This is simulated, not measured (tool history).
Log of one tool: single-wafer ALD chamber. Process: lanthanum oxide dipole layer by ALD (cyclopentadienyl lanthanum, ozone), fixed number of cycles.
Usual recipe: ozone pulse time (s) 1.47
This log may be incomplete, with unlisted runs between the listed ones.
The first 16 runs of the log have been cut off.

run    hour  ozone pulse time (s)  read-back reference wafer on the same gauge, thickness_nm  mean film thickness on the monitor wafer (Å)
 17  1143.4                  0.94                                                      0.528                                          4.94
     1162.7  -- gauge calibrated
 18  1198.6                  1.47                                                      0.528                                          5.64
     1214.1  -- thermocouple changed; heater temperature recalibrated
 19    1301                  1.65                                                      0.528                                          5.72
 20  1378.6                  1.68                                                      0.528                                           5.8
     1425.5  -- showerhead replaced
 21  1445.3                  1.47                                                      0.528                                          5.54
 22  1487.7                  1.01                                                      0.528                                          4.98
 23    1559                  1.65                                                      0.528                                           5.7
 24  1603.6                   1.7                                                      0.529                                           5.7
 25  1688.2                  1.66                                                      0.527                                          5.61

What will run 26 give?
     1731.1  -- ozone generator serviced
 26  1774.3                  1.15                                                          ?                                             ?

{"run 26": {"read-back reference wafer on the same gauge, thickness_nm": 0.527, "mean film thickness on the monitor wafer (Å)": 5.57}}
The same run, on a tool lacking any hidden state, would have yielded mean film thickness on the monitor wafer (Å) 5.59.

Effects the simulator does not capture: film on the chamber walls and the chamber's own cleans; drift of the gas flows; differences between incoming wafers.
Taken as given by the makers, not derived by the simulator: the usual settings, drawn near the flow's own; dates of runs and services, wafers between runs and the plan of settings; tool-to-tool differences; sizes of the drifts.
